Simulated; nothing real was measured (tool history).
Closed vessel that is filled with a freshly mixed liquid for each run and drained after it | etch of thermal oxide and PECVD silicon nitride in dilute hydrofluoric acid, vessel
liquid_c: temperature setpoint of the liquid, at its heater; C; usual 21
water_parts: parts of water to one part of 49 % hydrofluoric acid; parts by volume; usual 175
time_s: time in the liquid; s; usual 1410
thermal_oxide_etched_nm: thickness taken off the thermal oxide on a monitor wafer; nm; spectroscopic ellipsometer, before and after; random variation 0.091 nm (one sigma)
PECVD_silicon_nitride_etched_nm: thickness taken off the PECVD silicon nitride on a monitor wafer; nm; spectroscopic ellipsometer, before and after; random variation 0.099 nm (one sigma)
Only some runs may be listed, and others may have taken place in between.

run    hour  liquid_c  water_parts  time_s  read-back film thickness of the thermal oxide reference wafer, read on the same gauge (nm)  read-back film thickness of the PECVD silicon nitride reference wafer, read on the same gauge (nm)  thermal_oxide_etched_nm  PECVD_silicon_nitride_etched_nm
  1       0        21          175    1410                                                                                       50.02                                                                                               50.04                    29.32                            10.77
  2    77.3        21          175    1410                                                                                          50                                                                                               49.97                     29.5                            10.79
  3   144.1        21          175    1410                                                                                       49.97                                                                                               49.99                    29.44                            10.75
      145.6  -- gauge calibrated
  4   208.7        18          175     995                                                                                       50.01                                                                                               49.99                    18.49                             6.27
  5   301.7        21          175    1410                                                                                       49.99                                                                                               50.03                    29.52                            10.93
  6   351.1        21          175    1410                                                                                       49.98                                                                                                  50                    29.37                            10.86
  7   422.7        21          175    1970                                                                                          50                                                                                               50.01                    41.02                            14.97
  8   462.4        21          175    1410                                                                                       50.02                                                                                               50.02                    29.49                               11
      490.8  -- thermometer replaced
  9   569.7        21          175    1410                                                                                          50                                                                                                  50                    29.38                            10.92
 10   639.8        21          175    1410                                                                                          50                                                                                               49.98                    29.39                            10.82
 11   745.2      17.5          175    2060                                                                                          50                                                                                               49.99                    37.42                            12.39
 12   811.5        21          175    2055                                                                                          50                                                                                               49.99                    42.65                            15.85
 13   873.6        21          175    1410                                                                                       49.99                                                                                               50.01                    29.33                            10.98
 14   926.6        17           95    1660                                                                                       49.99                                                                                               50.03                    58.57                             17.6
     1017.6  -- hydrofluoric acid flow meter replaced
 15  1018.8        21          175    1410                                                                                       49.98                                                                                               49.99                    29.41                            10.79
 16  1073.4        25          175    1410                                                                                       49.99                                                                                               49.97                    34.11                            14.14
     1088.2  -- gauge calibrated
 17  1147.5      19.5          120    2065                                                                                          50                                                                                               49.99                    62.99                            20.88
 18  1224.9        21          175     870                                                                                       49.96                                                                                               49.97                    18.12                             6.76
 19  1302.7        23          175    1410                                                                                       49.97                                                                                               49.99                    31.71                            12.09
 20  1396.4      17.5          150    1925                                                                                       49.99                                                                                               50.03                    41.58                            13.49
 21  1450.8        21          175    1410                                                                                       49.99                                                                                                  50                    29.49                            10.69
 22  1517.5        21          175    1410                                                                                       49.99                                                                                               50.02                    29.31                            10.57

4 options for the next run, each taken on its own from the tool as it stands now. Forecast them:
  A  1518.5      22.5          175    1410                                                                                           ?                                                                                                   ?                        ?                                ?
  B  1518.5        21          175     605                                                                                           ?                                                                                                   ?                        ?                                ?
  C  1518.5      23.5          130    2085                                                                                           ?                                                                                                   ?                        ?                                ?
  D  1518.5        21          175     765                                                                                           ?                                                                                                   ?                        ?                                ?

run  read-back film thickness of the thermal oxide reference wafer, read on the same gauge (nm)  read-back film thickness of the PECVD silicon nitride reference wafer, read on the same gauge (nm)  thermal_oxide_etched_nm  PECVD_silicon_nitride_etched_nm
  A                                                                                       49.99                                                                                                  50                    31.19                            11.91
  B                                                                                       49.99                                                                                                  50                    12.63                             4.64
  C                                                                                       49.99                                                                                                  50                    67.84                             25.2
  D                                                                                       49.99                                                                                                  50                    15.97                             5.86
The same runs, with their run-to-run variation unchanged, on a tool lacking any hidden condition would have given:
run  thermal_oxide_etched_nm  PECVD_silicon_nitride_etched_nm
  A                    31.19                            11.91
  B                    12.63                             4.64
  C                    67.84                             25.2
  D                    15.97                             5.86
